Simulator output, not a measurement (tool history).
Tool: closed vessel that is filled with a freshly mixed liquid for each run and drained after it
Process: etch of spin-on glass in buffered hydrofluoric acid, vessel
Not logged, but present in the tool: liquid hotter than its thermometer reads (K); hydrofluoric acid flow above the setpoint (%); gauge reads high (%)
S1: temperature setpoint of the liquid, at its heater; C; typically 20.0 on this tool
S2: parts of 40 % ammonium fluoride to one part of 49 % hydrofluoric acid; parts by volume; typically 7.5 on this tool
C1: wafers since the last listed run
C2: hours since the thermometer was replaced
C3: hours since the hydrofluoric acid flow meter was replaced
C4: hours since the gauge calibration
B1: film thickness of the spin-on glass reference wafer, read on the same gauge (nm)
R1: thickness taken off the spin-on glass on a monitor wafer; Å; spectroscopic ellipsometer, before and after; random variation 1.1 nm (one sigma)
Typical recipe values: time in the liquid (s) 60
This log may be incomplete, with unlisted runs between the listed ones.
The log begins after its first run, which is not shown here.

Run 2, hour 11.3: usual settings but time in the liquid (s) 50; C1 1653; C2 984.0; C3 819.3; C4 113.9; B1 89.99. Result: R1 2077.4 Å.
Run 3, hour 27.0: usual settings but S1 18.0 C; C1 2297; C2 999.7; C3 835.0; C4 129.6; B1 90.00. Result: R1 2216.3 Å.
Run 4, hour 34.9: usual settings but S1 18.0 C; C1 1155; C2 1007.6; C3 842.9; C4 137.5; B1 89.99. Result: R1 2248.2 Å.
Run 5, hour 48.3: usual settings; C1 1960; C2 1021.0; C3 856.3; C4 150.9; B1 90.01. Result: R1 2488.5 Å.
Run 6, hour 62.2: usual settings; C1 2033; C2 1034.9; C3 870.2; C4 164.8; B1 90.00. Result: R1 2506.6 Å.
Run 7, hour 71.1: usual settings; C1 1302; C2 1043.8; C3 879.1; C4 173.7; B1 90.00. Result: R1 2503.4 Å.
Run 8, hour 87.8: usual settings but S1 23.5 C; C1 2443; C2 1060.5; C3 895.8; C4 190.4; B1 90.00. Result: R1 3037.3 Å.
Run 9, hour 94.3: usual settings but S1 23.0 C, time in the liquid (s) 50; C1 951; C2 1067.0; C3 902.3; C4 196.9; B1 90.01. Result: R1 2467.2 Å.
Run 10, hour 107.5: usual settings but S1 23.0 C, time in the liquid (s) 50; C1 1931; C2 1080.2; C3 915.5; C4 210.1; B1 89.99. Result: R1 2467.5 Å.
Run 11, hour 116.6: usual settings but S1 23.0 C, time in the liquid (s) 50; C1 1331; C2 1089.3; C3 924.6; C4 219.2; B1 90.01. Result: R1 2451.6 Å.
Run 12, hour 129.9: usual settings; C1 1945; C2 1102.6; C3 937.9; C4 232.5; B1 90.01. Result: R1 2531.2 Å.
At hour 137.5: hydrofluoric acid flow meter replaced.
Run 13, hour 140.5: usual settings; C1 1404; C2 1113.2; C3 3.0; C4 243.1; B1 90.00. Result: R1 2350.8 Å.
Run 14, hour 149.7: usual settings; C1 1346; C2 1122.4; C3 12.2; C4 252.3; B1 90.00. Result: R1 2325.8 Å.
Run 15, hour 159.5: usual settings; C1 1433; C2 1132.2; C3 22.0; C4 262.1; B1 90.02. Result: R1 2352.2 Å.
Run 16, hour 170.1: usual settings but S2 8.5 parts by volume; C1 1550; C2 1142.8; C3 32.6; C4 272.7; B1 90.00. Result: R1 2060.0 Å.
Run 17, hour 180.5: usual settings but S1 23.0 C, S2 5.5 parts by volume, time in the liquid (s) 45; C1 1521; C2 1153.2; C3 43.0; C4 283.1; B1 90.00. Result: R1 2743.8 Å.
Run 18, hour 228.5: usual settings but S2 8.5 parts by volume, time in the liquid (s) 30; C1 7022; C2 1201.2; C3 91.0; C4 331.1; B1 89.99. Result: R1 1033.6 Å.
Run 19, hour 236.0: usual settings but S1 21.5 C, S2 9.0 parts by volume, time in the liquid (s) 45; C1 1097; C2 1208.7; C3 98.5; C4 338.6; B1 89.98. Result: R1 1580.7 Å.
Run 20, hour 250.3: usual settings but S2 10.0 parts by volume; C1 2092; C2 1223.0; C3 112.8; C4 352.9; B1 90.02. Result: R1 1817.1 Å.

For run 21, what comes out?
Run 21, hour 257.3: usual settings but S1 17.5 C, S2 8.5 parts by volume, time in the liquid (s) 30; C1 1024; C2 1230.0; C3 119.8; C4 359.9; B1 ?. Result: R1 ?.

{"run 21": {"B1": 90.0, "R1": 899.6}}
On a tool with no hidden condition, and with the same random variation, this run would have come out at R1 827.1 Å.
